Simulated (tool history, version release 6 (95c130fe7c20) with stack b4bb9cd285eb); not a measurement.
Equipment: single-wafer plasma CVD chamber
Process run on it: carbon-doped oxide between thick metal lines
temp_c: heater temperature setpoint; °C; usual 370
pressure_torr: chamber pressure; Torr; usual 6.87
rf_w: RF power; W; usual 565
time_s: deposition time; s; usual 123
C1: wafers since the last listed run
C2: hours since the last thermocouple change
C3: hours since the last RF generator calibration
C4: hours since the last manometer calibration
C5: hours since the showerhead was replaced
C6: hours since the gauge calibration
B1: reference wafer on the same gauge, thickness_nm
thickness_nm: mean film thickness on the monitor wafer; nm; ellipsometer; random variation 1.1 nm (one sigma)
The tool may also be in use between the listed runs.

{"run": 1, "hour": 0.0, "temp_c": 370, "pressure_torr": 6.87, "rf_w": 565, "time_s": 123, "C1": 0, "C2": 2224.9, "C3": 631.5, "C4": 2105.0, "C5": 2847.7, "C6": 1070.5, "B1": 661.662, "thickness_nm": 710.468}
{"run": 2, "hour": 33.9, "temp_c": 370, "pressure_torr": 6.87, "rf_w": 565, "time_s": 123, "C1": 403, "C2": 2258.8, "C3": 665.4, "C4": 2138.9, "C5": 2881.6, "C6": 1104.4, "B1": 662.037, "thickness_nm": 711.259}
{"run": 3, "hour": 64.8, "temp_c": 370, "pressure_torr": 6.87, "rf_w": 565, "time_s": 134, "C1": 367, "C2": 2289.7, "C3": 696.3, "C4": 2169.8, "C5": 2912.5, "C6": 1135.3, "B1": 662.186, "thickness_nm": 771.302}
{"run": 4, "hour": 84.6, "temp_c": 370, "pressure_torr": 6.87, "rf_w": 565, "time_s": 134, "C1": 235, "C2": 2309.5, "C3": 716.1, "C4": 2189.6, "C5": 2932.3, "C6": 1155.1, "B1": 661.659, "thickness_nm": 773.5}
{"run": 5, "hour": 103.4, "temp_c": 370, "pressure_torr": 6.87, "rf_w": 565, "time_s": 134, "C1": 223, "C2": 2328.3, "C3": 734.9, "C4": 2208.4, "C5": 2951.1, "C6": 1173.9, "B1": 661.925, "thickness_nm": 772.406}
{"run": 6, "hour": 139.0, "temp_c": 379, "pressure_torr": 6.87, "rf_w": 565, "time_s": 123, "C1": 423, "C2": 2363.9, "C3": 770.5, "C4": 2244.0, "C5": 2986.7, "C6": 1209.5, "B1": 662.16, "thickness_nm": 697.01}
{"hour": 160.5, "done": "gauge calibrated"}
{"hour": 161.4, "done": "RF generator calibrated"}
{"run": 7, "hour": 223.0, "temp_c": 379, "pressure_torr": 6.87, "rf_w": 565, "time_s": 123, "C1": 903, "C2": 2447.9, "C3": 61.6, "C4": 2328.0, "C5": 3070.7, "C6": 62.5, "B1": 661.779, "thickness_nm": 704.416}
{"run": 8, "hour": 249.0, "temp_c": 379, "pressure_torr": 6.87, "rf_w": 565, "time_s": 123, "C1": 309, "C2": 2473.9, "C3": 87.6, "C4": 2354.0, "C5": 3096.7, "C6": 88.5, "B1": 662.141, "thickness_nm": 704.445}
{"hour": 273.2, "done": "capacitance manometer re-zeroed and calibrated"}
{"run": 9, "hour": 273.7, "temp_c": 357, "pressure_torr": 6.87, "rf_w": 650, "time_s": 132, "C1": 198, "C2": 2498.6, "C3": 112.3, "C4": 0.5, "C5": 3121.4, "C6": 113.2, "B1": 662.089, "thickness_nm": 846.53}
{"run": 10, "hour": 287.3, "temp_c": 370, "pressure_torr": 6.87, "rf_w": 565, "time_s": 123, "C1": 161, "C2": 2512.2, "C3": 125.9, "C4": 14.1, "C5": 3135.0, "C6": 126.8, "B1": 661.948, "thickness_nm": 717.429}
{"hour": 318.9, "done": "showerhead replaced"}
{"run": 11, "hour": 356.1, "temp_c": 370, "pressure_torr": 5.95, "rf_w": 490, "time_s": 123, "C1": 722, "C2": 2581.0, "C3": 194.7, "C4": 82.9, "C5": 37.2, "C6": 195.6, "B1": 662.225, "thickness_nm": 654.265}
{"run": 12, "hour": 375.0, "temp_c": 370, "pressure_torr": 6.87, "rf_w": 565, "time_s": 123, "C1": 224, "C2": 2599.9, "C3": 213.6, "C4": 101.8, "C5": 56.1, "C6": 214.5, "B1": 662.387, "thickness_nm": 714.902}
{"run": 13, "hour": 390.3, "temp_c": 370, "pressure_torr": 6.87, "rf_w": 565, "time_s": 111, "C1": 181, "C2": 2615.2, "C3": 228.9, "C4": 117.1, "C5": 71.4, "C6": 229.8, "B1": 662.375, "thickness_nm": 646.507}
{"run": 14, "hour": 459.6, "temp_c": 370, "pressure_torr": 6.87, "rf_w": 565, "time_s": 136, "C1": 823, "C2": 2684.5, "C3": 298.2, "C4": 186.4, "C5": 140.7, "C6": 299.1, "B1": 662.214, "thickness_nm": 788.982}
{"run": 15, "hour": 491.3, "temp_c": 370, "pressure_torr": 6.87, "rf_w": 565, "time_s": 123, "C1": 376, "C2": 2716.2, "C3": 329.9, "C4": 218.1, "C5": 172.4, "C6": 330.8, "B1": 662.401, "thickness_nm": 712.894}
{"hour": 500.6, "done": "thermocouple changed; heater temperature recalibrated"}
{"run": 16, "hour": 504.6, "temp_c": 375, "pressure_torr": 6.87, "rf_w": 565, "time_s": 123, "C1": 63, "C2": 4.0, "C3": 343.2, "C4": 231.4, "C5": 185.7, "C6": 344.1, "B1": 661.671, "thickness_nm": 707.73}
{"run": 17, "hour": 520.6, "temp_c": 370, "pressure_torr": 6.87, "rf_w": 675, "time_s": 132, "C1": 190, "C2": 20.0, "C3": 359.2, "C4": 247.4, "C5": 201.7, "C6": 360.1, "B1": 662.185, "thickness_nm": 836.899}
{"run": 18, "hour": 539.9, "temp_c": 370, "pressure_torr": 6.87, "rf_w": 610, "time_s": 123, "C1": 229, "C2": 39.3, "C3": 378.5, "C4": 266.7, "C5": 221.0, "C6": 379.4, "B1": 662.05, "thickness_nm": 740.899}
{"run": 19, "hour": 571.9, "temp_c": 370, "pressure_torr": 6.87, "rf_w": 625, "time_s": 142, "C1": 380, "C2": 71.3, "C3": 410.5, "C4": 298.7, "C5": 253.0, "C6": 411.4, "B1": 662.149, "thickness_nm": 865.601}
{"run": 20, "hour": 595.5, "temp_c": 360, "pressure_torr": 7.95, "rf_w": 565, "time_s": 123, "C1": 280, "C2": 94.9, "C3": 434.1, "C4": 322.3, "C5": 276.6, "C6": 435.0, "B1": 661.959, "thickness_nm": 735.463}
{"run": 21, "hour": 624.7, "temp_c": 365, "pressure_torr": 6.2, "rf_w": 565, "time_s": 142, "C1": 347, "C2": 124.1, "C3": 463.3, "C4": 351.5, "C5": 305.8, "C6": 464.2, "B1": 661.975, "thickness_nm": 822.759}
{"run": 22, "hour": 659.8, "temp_c": 361, "pressure_torr": 5.58, "rf_w": 485, "time_s": 112, "C1": 417, "C2": 159.2, "C3": 498.4, "C4": 386.6, "C5": 340.9, "C6": 499.3, "B1": 661.982, "thickness_nm": 596.984}
{"run": 23, "hour": 672.9, "temp_c": 363, "pressure_torr": 6.87, "rf_w": 565, "time_s": 123, "C1": 155, "C2": 172.3, "C3": 511.5, "C4": 399.7, "C5": 354.0, "C6": 512.4, "B1": 661.841, "thickness_nm": 722.886}
{"run": 24, "hour": 700.4, "temp_c": 370, "pressure_torr": 6.15, "rf_w": 565, "time_s": 123, "C1": 326, "C2": 199.8, "C3": 539.0, "C4": 427.2, "C5": 381.5, "C6": 539.9, "B1": 661.943, "thickness_nm": 704.998}
{"run": 25, "hour": 715.8, "temp_c": 370, "pressure_torr": 6.87, "rf_w": 565, "time_s": 123, "C1": 183, "C2": 215.2, "C3": 554.4, "C4": 442.6, "C5": 396.9, "C6": 555.3, "B1": 661.964, "thickness_nm": 710.654}
{"run": 26, "hour": 747.7, "temp_c": 370, "pressure_torr": 6.87, "rf_w": 565, "time_s": 123, "C1": 379, "C2": 247.1, "C3": 586.3, "C4": 474.5, "C5": 428.8, "C6": 587.2, "B1": 662.245, "thickness_nm": 712.173}
{"run": 27, "hour": 760.7, "temp_c": 364, "pressure_torr": 7.61, "rf_w": 640, "time_s": 111, "C1": 154, "C2": 260.1, "C3": 599.3, "C4": 487.5, "C5": 441.8, "C6": 600.2, "B1": 662.007, "thickness_nm": 698.378}
{"run": 28, "hour": 776.4, "temp_c": 370, "pressure_torr": 6.87, "rf_w": 565, "time_s": 123, "C1": 186, "C2": 275.8, "C3": 615.0, "C4": 503.2, "C5": 457.5, "C6": 615.9, "B1": 661.873, "thickness_nm": 711.139}

Pick out some run-to-run changes in thickness_nm. Of each, how much would a tool without hidden state show as well, from the settings, what came in and chance, and how much is left for the hidden state and any gauge scatter not in both results compared?
The hidden state here: wafer temperature above the value expected at the setpoint (K); delivered RF power above the setpoint (%); true pressure above the setpoint (%); gauge reads high (%).
Run 2 -> 3: time_s 123 -> 134. thickness_nm +60.043 nm: hidden state -1.137, all else +61.180.
Run 6 -> 7: gauge calibrated, RF generator calibrated. thickness_nm +7.406 nm: hidden state +7.456, all else -0.050.
Run 13 -> 14: time_s 111 -> 136. thickness_nm +142.475 nm: hidden state -0.787, all else +143.262.
Run 21 -> 22: temp_c 365 -> 361, pressure_torr 6.20 -> 5.58, rf_w 565 -> 485, time_s 142 -> 112. thickness_nm -225.775 nm: hidden state +0.527, all else -226.302.
